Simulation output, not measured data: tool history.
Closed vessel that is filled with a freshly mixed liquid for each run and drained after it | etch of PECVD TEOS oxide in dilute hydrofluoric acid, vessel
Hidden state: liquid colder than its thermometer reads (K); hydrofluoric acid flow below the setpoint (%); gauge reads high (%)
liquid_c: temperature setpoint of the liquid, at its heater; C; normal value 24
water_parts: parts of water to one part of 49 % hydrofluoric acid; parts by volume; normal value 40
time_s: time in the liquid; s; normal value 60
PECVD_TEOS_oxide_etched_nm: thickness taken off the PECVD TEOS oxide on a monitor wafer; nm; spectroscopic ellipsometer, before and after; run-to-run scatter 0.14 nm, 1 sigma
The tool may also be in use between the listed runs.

run	day	liquid_c	water_parts	time_s	wafers since the last listed run	hours since the thermometer was replaced	hours since the hydrofluoric acid flow meter was replaced	hours since the gauge calibration	read-back film thickness of the PECVD TEOS oxide reference wafer, read on the same gauge (nm)	PECVD_TEOS_oxide_etched_nm
1	0	26	30	60	0	681.7	1691.1	721.2	130	19.42
2	2.688	24	40	60	8937	746.2	1755.6	785.7	130.01	13.13
3	5.612	24	40	60	9727	816.4	1825.8	855.9	130.02	12.93
# day 6.333: thermometer replaced
4	7.529	24	40	60	6235	28.7	1871.8	901.9	129.98	14.17
5	9.154	27.5	45	60	5404	67.7	1910.8	940.9	130.01	14.45
6	10.321	27.5	45	60	3879	95.7	1938.8	968.9	130.02	14.29
7	11.642	24	35	60	4392	127.4	1970.5	1000.6	130.02	16.32
8	12.888	24	35	60	4143	157.3	2000.4	1030.5	130.02	15.85
9	17.458	24	35	60	15200	267	2110.1	1140.2	130.01	15.68
10	20.162	20	40	60	8992	331.9	2175	1205.1	130.01	11.45
# day 21.8: gauge calibrated
# day 21.825: hydrofluoric acid flow meter replaced
11	22.571	20	40	60	7870	389.7	17.9	18.5	130.01	11.61
12	25.017	24	40	60	8133	448.4	76.6	77.2	130	13.56
13	26.721	24	40	60	5667	489.3	117.5	118.1	129.99	13.53
14	29.425	20.5	25	60	8992	554.2	182.4	183	130.02	18.65
15	31.479	24	35	45	6831	603.5	231.7	232.3	130	11.38
16	33.092	24	40	90	5362	642.2	270.4	271	130.03	19.64
17	34.621	19.5	40	60	5085	678.9	307.1	307.7	130.01	10.74
# day 34.688: thermometer replaced
18	36.5	25.5	20	45	6110	43.5	352.2	352.8	129.99	23.5
19	39.179	27.5	60	75	8909	107.8	416.5	417.1	129.98	13.39
20	41.133	24	50	60	6498	154.7	463.4	464	130	11.15
21	42.996	26	30	60	6193	199.4	508.1	508.7	129.99	20.6
22	44.892	24	40	60	6304	244.9	553.6	554.2	129.98	13.97
23	46.733	28	40	60	6124	289.1	597.8	598.4	130.01	16.59
24	47.875	24	50	30	3796	316.5	625.2	625.8	130	5.51
25	49.971	22	30	90	6969	366.8	675.5	676.1	130.01	25.67
26	51.662	24	40	60	5625	407.4	716.1	716.7	130.02	13.59
27	53.85	21.5	40	80	7274	459.9	768.6	769.2	129.98	16.23
28	56.167	22	55	30	7704	515.5	824.2	824.8	130.01	4.45
29	57.821	26.5	25	90	5501	555.2	863.9	864.5	129.99	36.67
30	59.229	24	45	90	4683	589	897.7	898.3	129.99	17.95
31	62.129	20.5	40	60	9644	658.6	967.3	967.9	130	11.33
32	64.1	25.5	40	85	6554	705.9	1014.6	1015.2	130.02	19.7
# day 65.575: thermometer replaced
33	66.992	24	40	60	9477	34	1084	1084.6	129.99	14.28
34	69.525	21	30	35	8424	94.8	1144.8	1145.4	130.03	9.78

What differs in the tool's unlogged condition from the final listed run ahead of each entry between runs to the first listed run following it?
After run 3, before run 4: thermometer replaced (day 6.333)
  liquid colder than its thermometer reads (K): 2.91 -> 0.45
  measured result minus the result with no hidden state, PECVD_TEOS_oxide_etched_nm: -1.68 -> -0.27 nm
After run 10, before run 11: gauge calibrated (day 21.8); hydrofluoric acid flow meter replaced (day 21.825)
  liquid colder than its thermometer reads (K): 1.47 -> 1.66
  measured result minus the result with no hidden state, PECVD_TEOS_oxide_etched_nm: -0.75 -> -0.86 nm
After run 17, before run 18: thermometer replaced (day 34.688)
  liquid colder than its thermometer reads (K): 2.63 -> 0.226
  measured result minus the result with no hidden state, PECVD_TEOS_oxide_etched_nm: -1.29 -> -0.22 nm
After run 32, before run 33: thermometer replaced (day 65.575)
  liquid colder than its thermometer reads (K): 2.45 -> 0.265
  measured result minus the result with no hidden state, PECVD_TEOS_oxide_etched_nm: -2.11 -> -0.16 nm

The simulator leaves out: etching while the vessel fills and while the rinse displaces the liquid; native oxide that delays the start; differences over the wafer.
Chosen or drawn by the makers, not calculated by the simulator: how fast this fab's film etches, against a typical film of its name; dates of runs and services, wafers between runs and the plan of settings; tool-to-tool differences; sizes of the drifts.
